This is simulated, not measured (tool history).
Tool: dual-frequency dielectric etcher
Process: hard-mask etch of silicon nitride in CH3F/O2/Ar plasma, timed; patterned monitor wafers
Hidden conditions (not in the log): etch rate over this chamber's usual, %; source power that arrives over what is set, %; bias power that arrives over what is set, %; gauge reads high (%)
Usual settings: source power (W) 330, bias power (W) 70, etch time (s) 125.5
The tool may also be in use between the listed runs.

run    hour  source power (W)  bias power (W)  etch time (s)  wafers since the last listed run  hours since the last wet clean  hours since the last source power generator calibration  hours since the last bias power generator calibration  hours since the last upper electrode change  hours since the gauge calibration  read-back reference wafer on the same gauge, depth_nm  mean etch depth across the wafer (Å)
  1     0.0               330              70          125.5                                 0                           389.7                                                   2010.7                                                   58.2                                       2313.7                               60.2                                                   70.8                                   850
  2   157.5               330              70          125.5                              1557                           547.2                                                   2168.2                                                  215.7                                       2471.2                              217.7                                                   70.8                                   862
  3   340.2               330              70          125.5                              1806                           729.9                                                   2350.9                                                  398.4                                       2653.9                              400.4                                                   70.9                                   864
      375.1  -- wet clean of the chamber
  4   399.2               330              82          125.5                               346                            24.1                                                   2409.9                                                  457.4                                       2712.9                              459.4                                                   70.8                                   885
  5   445.0               330              57          125.5                               452                            69.9                                                   2455.7                                                  503.2                                       2758.7                              505.2                                                   70.7                                   784
  6   483.1               330              70          125.5                               376                           108.0                                                   2493.8                                                  541.3                                       2796.8                              543.3                                                   70.8                                   843
  7   577.7               310              83          151.0                               935                           202.6                                                   2588.4                                                  635.9                                       2891.4                              637.9                                                   70.7                                  1049
  8   617.5               330              70           93.5                               393                           242.4                                                   2628.2                                                  675.7                                       2931.2                              677.7                                                   70.8                                   629
  9   657.3               330              70          115.0                               393                           282.2                                                   2668.0                                                  715.5                                       2971.0                              717.5                                                   70.8                                   775
 10   713.0               330              80          125.5                               550                           337.9                                                   2723.7                                                  771.2                                       3026.7                              773.2                                                   70.9                                   887
 11   813.2               270              65          125.5                               990                           438.1                                                   2823.9                                                  871.4                                       3126.9                              873.4                                                   70.8                                   768
 12   906.7               330              70          125.5                               924                           531.6                                                   2917.4                                                  964.9                                       3220.4                              966.9                                                   70.7                                   850
 13   994.5               330              83          152.5                               868                           619.4                                                   3005.2                                                 1052.7                                       3308.2                             1054.7                                                   70.8                                  1099
 14  1086.6               330              55          115.0                               910                           711.5                                                   3097.3                                                 1144.8                                       3400.3                             1146.8                                                   70.8                                   728
     1127.8  -- wet clean of the chamber
 15  1160.2               330              70          125.5                               490                            32.4                                                   3170.9                                                 1218.4                                       3473.9                             1220.4                                                   70.8                                   841
     1208.6  -- upper electrode replaced
 16  1213.0               330              70          125.5                               284                            85.2                                                   3223.7                                                 1271.2                                          4.4                             1273.2                                                   70.8                                   849
 17  1306.9               330              64          125.5                               928                           179.1                                                   3317.6                                                 1365.1                                         98.3                             1367.1                                                   70.7                                   820
 18  1410.0               330              70          125.5                              1019                           282.2                                                   3420.7                                                 1468.2                                        201.4                             1470.2                                                   70.8                                   847
     1471.8  -- bias power generator calibrated
 19  1498.2               330              70          125.5                               832                           370.4                                                   3508.9                                                   26.4                                        289.6                             1558.4                                                   70.8                                   854
 20  1560.1               330              77          108.5                               611                           432.3                                                   3570.8                                                   88.3                                        351.5                             1620.3                                                   70.8                                   761
 21  1601.3               390              70          125.5                               407                           473.5                                                   3612.0                                                  129.5                                        392.7                             1661.5                                                   70.8                                   910
 22  1679.3               330              70          141.0                               771                           551.5                                                   3690.0                                                  207.5                                        470.7                             1739.5                                                   70.9                                   963
     1692.8  -- source power generator calibrated
 23  1780.1               330              81          125.5                               957                           652.3                                                     87.3                                                  308.3                                        571.5                             1840.3                                                   70.8                                   901
     1829.9  -- wet clean of the chamber
 24  1841.7               400              70          125.5                               371                            11.8                                                    148.9                                                  369.9                                        633.1                             1901.9                                                   70.9                                   899
     1859.2  -- gauge calibrated
 25  1905.4               330              57          125.5                               629                            75.5                                                    212.6                                                  433.6                                        696.8                               46.2                                                   70.8                                   786
 26  1964.0               290              64          125.5                               579                           134.1                                                    271.2                                                  492.2                                        755.4                              104.8                                                   70.7                                   778
 27  2060.2               330              54          125.5                               951                           230.3                                                    367.4                                                  588.4                                        851.6                              201.0                                                   70.7                                   778
 28  2142.1               330              70          125.5                               809                           312.2                                                    449.3                                                  670.3                                        933.5                              282.9                                                   70.8                                   850
 29  2419.9               370              77           96.0                              2746                           590.0                                                    727.1                                                  948.1                                       1211.3                              560.7                                                   70.8                                   702

Consider 5 possible next runs. They are alternatives, not a sequence: every one starts from the tool as it was left by run 29. What does each give?
  A  2420.4               330              55          125.5                                 4                           590.5                                                    727.6                                                  948.6                                       1211.8                              561.2                                                      ?                                     ?
  B  2420.4               330              70          141.5                                 4                           590.5                                                    727.6                                                  948.6                                       1211.8                              561.2                                                      ?                                     ?
  C  2420.4               330              62          139.5                                 4                           590.5                                                    727.6                                                  948.6                                       1211.8                              561.2                                                      ?                                     ?
  D  2420.4               380              54          138.0                                 4                           590.5                                                    727.6                                                  948.6                                       1211.8                              561.2                                                      ?                                     ?
  E  2420.4               370              70          150.0                                 4                           590.5                                                    727.6                                                  948.6                                       1211.8                              561.2                                                      ?                                     ?

run  read-back reference wafer on the same gauge, depth_nm  mean etch depth across the wafer (Å)
  A                                                   70.8                                   788
  B                                                   70.8                                   962
  C                                                   70.8                                   910
  D                                                   70.8                                   907
  E                                                   70.8                                  1062
What these runs would have given with no unlogged condition in the tool:
run  mean etch depth across the wafer (Å)
  A                                   775
  B                                   946
  C                                   896
  D                                   892
  E                                  1045
